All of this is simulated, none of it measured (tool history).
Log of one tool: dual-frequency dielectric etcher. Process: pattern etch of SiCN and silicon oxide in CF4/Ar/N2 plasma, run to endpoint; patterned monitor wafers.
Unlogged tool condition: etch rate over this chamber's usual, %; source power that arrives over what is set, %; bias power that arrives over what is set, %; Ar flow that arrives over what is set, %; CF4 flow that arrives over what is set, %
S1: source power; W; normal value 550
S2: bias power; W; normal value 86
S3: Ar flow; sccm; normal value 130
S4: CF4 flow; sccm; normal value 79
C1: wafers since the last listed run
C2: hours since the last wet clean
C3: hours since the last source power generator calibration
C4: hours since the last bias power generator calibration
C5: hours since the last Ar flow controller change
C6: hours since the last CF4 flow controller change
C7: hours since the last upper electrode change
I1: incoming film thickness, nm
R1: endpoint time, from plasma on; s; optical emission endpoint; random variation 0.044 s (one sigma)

run,hour,S1,S2,S3,S4,C1,C2,C3,C4,C5,C6,C7,I1,R1
1,0,550,86,130,79,0,41.2,2997.5,3363.9,4710.5,3263.8,4846.4,12.91,13.2
2,51.7,550,86,130,79,1014,92.9,3049.2,3415.6,4762.2,3315.5,4898.1,12.88,13.1
3,89.9,550,86,130,79,749,131.1,3087.4,3453.8,4800.4,3353.7,4936.3,13.01,13.3
4,121.6,550,86,130,91,622,162.8,3119.1,3485.5,4832.1,3385.4,4968,12.89,12.9
5,193.1,550,86,130,91,1403,234.3,3190.6,3557,4903.6,3456.9,5039.5,12.9,12.9
6,238.8,550,86,130,93,897,280,3236.3,3602.7,4949.3,3502.6,5085.2,12.99,12.9
# hour 259.7: Ar flow controller replaced
# hour 282.5: bias power generator calibrated
7,298.5,550,86,130,93,975,339.7,3296,16,38.8,3562.3,5144.9,12.78,12.7
# hour 344.8: source power generator calibrated
8,353.6,620,86,130,79,1003,394.8,8.8,71.1,93.9,3617.4,5200,12.85,12
9,391.9,670,72,159,64,751,433.1,47.1,109.4,132.2,3655.7,5238.3,12.92,12.8
# hour 456.4: wet clean of the chamber
10,456.9,420,86,108,79,804,0.5,112.1,174.4,197.2,3720.7,5303.3,12.94,15.3
# hour 497.3: CF4 flow controller replaced
11,504.3,440,86,130,79,812,47.9,159.5,221.8,244.6,7,5350.7,12.96,15.4
# hour 561.1: upper electrode replaced
12,561.6,550,86,149,79,653,105.2,216.8,279.1,301.9,64.3,0.5,12.88,13.4
13,584.5,620,86,130,79,449,128.1,239.7,302,324.8,87.2,23.4,12.87,12
14,621.2,460,86,130,87,720,164.8,276.4,338.7,361.5,123.9,60.1,12.94,14.8
15,670.7,620,86,130,79,971,214.3,325.9,388.2,411,173.4,109.6,12.88,12
16,707.7,550,86,130,91,726,251.3,362.9,425.2,448,210.4,146.6,12.73,12.8

For each run, what was the tool's unlogged condition?
etch rate over this chamber's usual, %: 0, the same for each run
source power that arrives over what is set, %: 0, the same for each run
bias power that arrives over what is set, %: 0, the same for each run
Ar flow that arrives over what is set, %: 0, the same for each run
CF4 flow that arrives over what is set, %: 0, the same for each run
